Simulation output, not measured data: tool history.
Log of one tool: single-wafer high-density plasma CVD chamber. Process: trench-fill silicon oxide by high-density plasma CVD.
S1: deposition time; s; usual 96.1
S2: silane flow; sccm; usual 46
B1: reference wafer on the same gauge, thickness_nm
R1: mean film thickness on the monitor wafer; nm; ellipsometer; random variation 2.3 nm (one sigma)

run,hour,S1,S2,B1,R1
1,0,96.1,46,409.241,429.832
2,57.9,96.1,46,408.699,429.652
3,98.8,96.1,46,408.4,426.182
4,157.9,96.1,46,407.986,427.179
5,250.6,96.1,46,406.46,431.326
6,298,96.1,46,405.67,423.481
7,402.5,96.1,50,404.408,465.045
8,465.8,96.1,46,404.12,425.7
9,523,96.1,46,403.116,426.086
10,562.9,96.1,46,402.944,424.213
11,612.9,114.1,51,402.031,554.064
12,657.1,96.1,46,401.572,420.351
# hour 669.9: gauge calibrated
13,694.3,81.5,54,411.3,429.835
14,799.7,83.6,50,410.329,405.105
15,906.5,108.9,55,407.887,586.659
16,953.1,96.1,46,408.708,428.872
# hour 987.1: silane flow controller replaced
17,1049,115.1,51,407.055,566.716

Run 18 comes next. What will it give?
18,1131.9,83.6,38,?,?

B1: 405.573
R1: 304.46 nm
Without the tool's hidden state the same run would have given R1 308.228 nm.
